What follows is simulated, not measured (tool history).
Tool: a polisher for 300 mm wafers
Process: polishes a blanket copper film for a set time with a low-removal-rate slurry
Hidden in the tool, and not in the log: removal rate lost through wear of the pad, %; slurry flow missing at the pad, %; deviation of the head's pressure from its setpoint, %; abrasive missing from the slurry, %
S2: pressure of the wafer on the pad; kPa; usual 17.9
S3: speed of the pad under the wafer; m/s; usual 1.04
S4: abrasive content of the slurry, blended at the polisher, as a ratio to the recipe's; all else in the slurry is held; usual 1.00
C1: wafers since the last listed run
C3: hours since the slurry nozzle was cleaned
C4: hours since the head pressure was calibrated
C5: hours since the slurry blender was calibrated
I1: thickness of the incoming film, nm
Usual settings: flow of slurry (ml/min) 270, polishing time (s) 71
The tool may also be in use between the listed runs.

{"run": 1, "day": 0.0, "flow of slurry (ml/min)": 270, "S2": 17.9, "S3": 1.32, "S4": 1.0, "polishing time (s)": 71, "C1": 0, "wafers polished on this pad": 968, "C3": 38.0, "C4": 920.1, "C5": 159.0, "I1": 753.7, "film removed (nm)": 319.1}
{"day": 0.608, "done": "worn pad replaced by a new one"}
{"run": 2, "day": 1.196, "flow of slurry (ml/min)": 270, "S2": 17.9, "S3": 1.32, "S4": 1.0, "polishing time (s)": 71, "C1": 193, "wafers polished on this pad": 110, "C3": 66.7, "C4": 948.8, "C5": 187.7, "I1": 748.9, "film removed (nm)": 317.4}
{"run": 3, "day": 2.4, "flow of slurry (ml/min)": 270, "S2": 17.9, "S3": 1.04, "S4": 1.0, "polishing time (s)": 71, "C1": 226, "wafers polished on this pad": 336, "C3": 95.6, "C4": 977.7, "C5": 216.6, "I1": 757.3, "film removed (nm)": 251.0}
{"run": 4, "day": 3.283, "flow of slurry (ml/min)": 270, "S2": 17.9, "S3": 1.04, "S4": 1.0, "polishing time (s)": 71, "C1": 166, "wafers polished on this pad": 502, "C3": 116.8, "C4": 998.9, "C5": 237.8, "I1": 766.3, "film removed (nm)": 256.4}
{"run": 5, "day": 4.0, "flow of slurry (ml/min)": 270, "S2": 17.9, "S3": 1.04, "S4": 1.0, "polishing time (s)": 89, "C1": 134, "wafers polished on this pad": 637, "C3": 134.0, "C4": 1016.1, "C5": 255.0, "I1": 759.4, "film removed (nm)": 322.4}
{"run": 6, "day": 5.25, "flow of slurry (ml/min)": 270, "S2": 17.9, "S3": 1.04, "S4": 1.0, "polishing time (s)": 89, "C1": 235, "wafers polished on this pad": 872, "C3": 164.0, "C4": 1046.1, "C5": 285.0, "I1": 755.6, "film removed (nm)": 316.1}
{"run": 7, "day": 6.133, "flow of slurry (ml/min)": 270, "S2": 17.9, "S3": 1.04, "S4": 1.0, "polishing time (s)": 89, "C1": 166, "wafers polished on this pad": 1038, "C3": 185.2, "C4": 1067.3, "C5": 306.2, "I1": 772.8, "film removed (nm)": 321.8}
{"day": 6.896, "done": "worn pad replaced by a new one"}
{"run": 8, "day": 6.958, "flow of slurry (ml/min)": 270, "S2": 17.9, "S3": 1.04, "S4": 1.0, "polishing time (s)": 71, "C1": 123, "wafers polished on this pad": 11, "C3": 205.0, "C4": 1087.1, "C5": 326.0, "I1": 765.7, "film removed (nm)": 251.7}
{"run": 9, "day": 10.921, "flow of slurry (ml/min)": 270, "S2": 17.9, "S3": 1.04, "S4": 1.0, "polishing time (s)": 71, "C1": 745, "wafers polished on this pad": 756, "C3": 300.1, "C4": 1182.2, "C5": 421.1, "I1": 745.6, "film removed (nm)": 250.4}
{"run": 10, "day": 11.917, "flow of slurry (ml/min)": 270, "S2": 17.9, "S3": 1.04, "S4": 1.0, "polishing time (s)": 71, "C1": 187, "wafers polished on this pad": 943, "C3": 324.0, "C4": 1206.1, "C5": 445.0, "I1": 770.3, "film removed (nm)": 259.8}
{"day": 12.417, "done": "worn pad replaced by a new one"}
{"run": 11, "day": 12.554, "flow of slurry (ml/min)": 270, "S2": 17.9, "S3": 1.04, "S4": 1.0, "polishing time (s)": 71, "C1": 88, "wafers polished on this pad": 25, "C3": 339.3, "C4": 1221.4, "C5": 460.3, "I1": 745.6, "film removed (nm)": 255.5}
{"day": 13.021, "done": "slurry nozzle cleaned"}
{"day": 14.608, "done": "head pressure recalibrated"}
{"day": 15.242, "done": "slurry blender recalibrated"}
{"run": 12, "day": 16.558, "flow of slurry (ml/min)": 270, "S2": 17.9, "S3": 1.04, "S4": 1.0, "polishing time (s)": 71, "C1": 713, "wafers polished on this pad": 739, "C3": 84.9, "C4": 46.8, "C5": 31.6, "I1": 766.9, "film removed (nm)": 230.5}
{"run": 13, "day": 17.492, "flow of slurry (ml/min)": 270, "S2": 17.9, "S3": 1.04, "S4": 1.0, "polishing time (s)": 71, "C1": 175, "wafers polished on this pad": 914, "C3": 107.3, "C4": 69.2, "C5": 54.0, "I1": 754.7, "film removed (nm)": 234.4}
{"day": 17.758, "done": "worn pad replaced by a new one"}
{"run": 14, "day": 18.362, "flow of slurry (ml/min)": 270, "S2": 17.9, "S3": 1.38, "S4": 0.75, "polishing time (s)": 71, "C1": 132, "wafers polished on this pad": 113, "C3": 128.2, "C4": 90.1, "C5": 74.9, "I1": 757.9, "film removed (nm)": 282.6}
{"run": 15, "day": 19.021, "flow of slurry (ml/min)": 195, "S2": 23.4, "S3": 1.04, "S4": 1.25, "polishing time (s)": 50, "C1": 123, "wafers polished on this pad": 237, "C3": 144.0, "C4": 105.9, "C5": 90.7, "I1": 756.1, "film removed (nm)": 223.4}
{"run": 16, "day": 20.242, "flow of slurry (ml/min)": 270, "S2": 13.8, "S3": 1.04, "S4": 1.2, "polishing time (s)": 71, "C1": 229, "wafers polished on this pad": 467, "C3": 173.3, "C4": 135.2, "C5": 120.0, "I1": 753.5, "film removed (nm)": 188.5}
{"run": 17, "day": 21.454, "flow of slurry (ml/min)": 305, "S2": 17.9, "S3": 0.84, "S4": 0.9, "polishing time (s)": 48, "C1": 227, "wafers polished on this pad": 695, "C3": 202.4, "C4": 164.3, "C5": 149.1, "I1": 757.5, "film removed (nm)": 127.1}
{"run": 18, "day": 22.383, "flow of slurry (ml/min)": 330, "S2": 17.9, "S3": 1.16, "S4": 0.7, "polishing time (s)": 71, "C1": 174, "wafers polished on this pad": 869, "C3": 224.7, "C4": 186.6, "C5": 171.4, "I1": 775.2, "film removed (nm)": 238.8}
{"day": 23.188, "done": "worn pad replaced by a new one"}
{"run": 19, "day": 23.225, "flow of slurry (ml/min)": 270, "S2": 17.9, "S3": 1.04, "S4": 1.0, "polishing time (s)": 71, "C1": 126, "wafers polished on this pad": 6, "C3": 244.9, "C4": 206.8, "C5": 191.6, "I1": 766.4, "film removed (nm)": 237.2}
{"run": 20, "day": 24.383, "flow of slurry (ml/min)": 270, "S2": 20.0, "S3": 1.34, "S4": 1.3, "polishing time (s)": 71, "C1": 217, "wafers polished on this pad": 224, "C3": 272.7, "C4": 234.6, "C5": 219.4, "I1": 758.9, "film removed (nm)": 370.0}
{"run": 21, "day": 25.562, "flow of slurry (ml/min)": 270, "S2": 15.2, "S3": 1.04, "S4": 1.0, "polishing time (s)": 86, "C1": 221, "wafers polished on this pad": 446, "C3": 301.0, "C4": 262.9, "C5": 247.7, "I1": 767.1, "film removed (nm)": 234.8}
{"run": 22, "day": 26.183, "flow of slurry (ml/min)": 270, "S2": 22.8, "S3": 1.04, "S4": 1.0, "polishing time (s)": 71, "C1": 116, "wafers polished on this pad": 562, "C3": 315.9, "C4": 277.8, "C5": 262.6, "I1": 762.2, "film removed (nm)": 296.8}
{"day": 26.742, "done": "slurry nozzle cleaned"}
{"run": 23, "day": 27.479, "flow of slurry (ml/min)": 270, "S2": 17.9, "S3": 1.04, "S4": 1.0, "polishing time (s)": 71, "C1": 235, "wafers polished on this pad": 798, "C3": 17.7, "C4": 308.9, "C5": 293.7, "I1": 749.1, "film removed (nm)": 236.3}
{"run": 24, "day": 28.0, "flow of slurry (ml/min)": 270, "S2": 17.9, "S3": 1.26, "S4": 0.7, "polishing time (s)": 71, "C1": 97, "wafers polished on this pad": 896, "C3": 30.2, "C4": 321.4, "C5": 306.2, "I1": 751.7, "film removed (nm)": 254.9}

Forecast each of these 4 alternatives for the next run:
{"run": "A", "day": 28.017, "flow of slurry (ml/min)": 270, "S2": 17.9, "S3": 1.04, "S4": 1.0, "polishing time (s)": 71, "C1": 3, "wafers polished on this pad": 899, "C3": 30.6, "C4": 321.8, "C5": 306.6, "I1": 759.8, "film removed (nm)": "?"}
{"run": "B", "day": 28.017, "flow of slurry (ml/min)": 270, "S2": 13.8, "S3": 1.38, "S4": 1.0, "polishing time (s)": 86, "C1": 3, "wafers polished on this pad": 899, "C3": 30.6, "C4": 321.8, "C5": 306.6, "I1": 759.8, "film removed (nm)": "?"}
{"run": "C", "day": 28.017, "flow of slurry (ml/min)": 270, "S2": 13.1, "S3": 0.92, "S4": 1.1, "polishing time (s)": 87, "C1": 3, "wafers polished on this pad": 899, "C3": 30.6, "C4": 321.8, "C5": 306.6, "I1": 759.8, "film removed (nm)": "?"}
{"run": "D", "day": 28.017, "flow of slurry (ml/min)": 270, "S2": 20.7, "S3": 1.04, "S4": 1.0, "polishing time (s)": 71, "C1": 3, "wafers polished on this pad": 899, "C3": 30.6, "C4": 321.8, "C5": 306.6, "I1": 759.8, "film removed (nm)": "?"}

run=A film_removed_(nm)=234.3
run=B film_removed_(nm)=289.1
run=C film_removed_(nm)=191.1
run=D film_removed_(nm)=270.3
Without the tool's hidden state the same runs would have given:
run=A film_removed_(nm)=226.4
run=B film_removed_(nm)=279.4
run=C film_removed_(nm)=184.7
run=D film_removed_(nm)=261.2
